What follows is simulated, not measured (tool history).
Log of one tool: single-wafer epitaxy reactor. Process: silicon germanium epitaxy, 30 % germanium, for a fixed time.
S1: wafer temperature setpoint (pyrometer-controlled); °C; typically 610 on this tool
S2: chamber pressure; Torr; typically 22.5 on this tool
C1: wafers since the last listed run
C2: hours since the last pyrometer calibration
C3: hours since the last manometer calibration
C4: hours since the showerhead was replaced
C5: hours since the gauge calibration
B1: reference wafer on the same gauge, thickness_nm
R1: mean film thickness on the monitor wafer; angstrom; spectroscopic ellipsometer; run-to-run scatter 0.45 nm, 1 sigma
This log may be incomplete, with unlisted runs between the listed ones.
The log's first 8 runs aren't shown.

run	hour	S1	S2	C1	C2	C3	C4	C5	B1	R1
9	501.8	610	22.5	849	2627.5	1476.4	6955.9	133.1	83.825	745.47
# hour 518.6: pyrometer calibrated
10	545.9	607	26.3	722	27.3	1520.5	7000.0	177.2	83.762	749.33
11	614.5	607	26.3	1373	95.9	1589.1	7068.6	245.8	83.724	748.57
12	639.8	607	26.3	506	121.2	1614.4	7093.9	271.1	83.827	756.20
13	682.3	604	22.5	851	163.7	1656.9	7136.4	313.6	83.832	668.30
# hour 701.2: capacitance manometer re-zeroed and calibrated
14	721.5	604	22.5	624	202.9	20.3	7175.6	352.8	83.797	685.60
15	762.5	610	22.5	821	243.9	61.3	7216.6	393.8	83.795	764.19
16	804.1	605	25.6	833	285.5	102.9	7258.2	435.4	83.806	735.40
# hour 880.9: showerhead replaced
17	921.4	616	17.0	2188	402.8	220.2	40.5	552.7	83.755	749.26
18	961.0	601	20.6	793	442.4	259.8	80.1	592.3	83.701	634.00
19	995.7	623	24.9	694	477.1	294.5	114.8	627.0	83.831	962.80
20	1057.5	610	22.5	1237	538.9	356.3	176.6	688.8	83.791	764.66
21	1119.1	623	24.9	1233	600.5	417.9	238.2	750.4	83.917	968.86
22	1168.5	606	19.6	989	649.9	467.3	287.6	799.8	83.736	667.30
23	1218.0	610	22.5	991	699.4	516.8	337.1	849.3	83.724	758.53
# hour 1274.5: gauge calibrated
24	1281.4	601	16.9	1269	762.8	580.2	400.5	6.9	83.867	587.76
25	1338.9	603	19.0	1151	820.3	637.7	458.0	64.4	83.774	634.63
26	1399.1	615	22.5	1205	880.5	697.9	518.2	124.6	83.706	814.04
27	1431.0	623	24.9	638	912.4	729.8	550.1	156.5	83.728	962.68
28	1494.0	610	22.5	1261	975.4	792.8	613.1	219.5	83.880	756.49
29	1521.0	610	17.8	540	1002.4	819.8	640.1	246.5	83.814	684.59
30	1584.0	625	26.7	1261	1065.4	882.8	703.1	309.5	83.778	1031.65
31	1642.6	622	18.1	1173	1124.0	941.4	761.7	368.1	83.837	818.06

Below are 5 alternative next runs, each starting from the tool's condition after run 31. Predict each:
A	1643.0	610	22.5	8	1124.4	941.8	762.1	368.5	?	?
B	1643.0	610	25.3	8	1124.4	941.8	762.1	368.5	?	?
C	1643.0	598	17.1	8	1124.4	941.8	762.1	368.5	?	?
D	1643.0	610	17.7	8	1124.4	941.8	762.1	368.5	?	?
E	1643.0	605	24.4	8	1124.4	941.8	762.1	368.5	?	?

run	B1	R1
A	83.767	750.18
B	83.767	786.08
C	83.767	555.69
D	83.767	681.82
E	83.767	715.99
With no hidden state in the tool, these same runs would have given:
run	R1
A	759.91
B	796.27
C	562.90
D	690.67
E	725.28

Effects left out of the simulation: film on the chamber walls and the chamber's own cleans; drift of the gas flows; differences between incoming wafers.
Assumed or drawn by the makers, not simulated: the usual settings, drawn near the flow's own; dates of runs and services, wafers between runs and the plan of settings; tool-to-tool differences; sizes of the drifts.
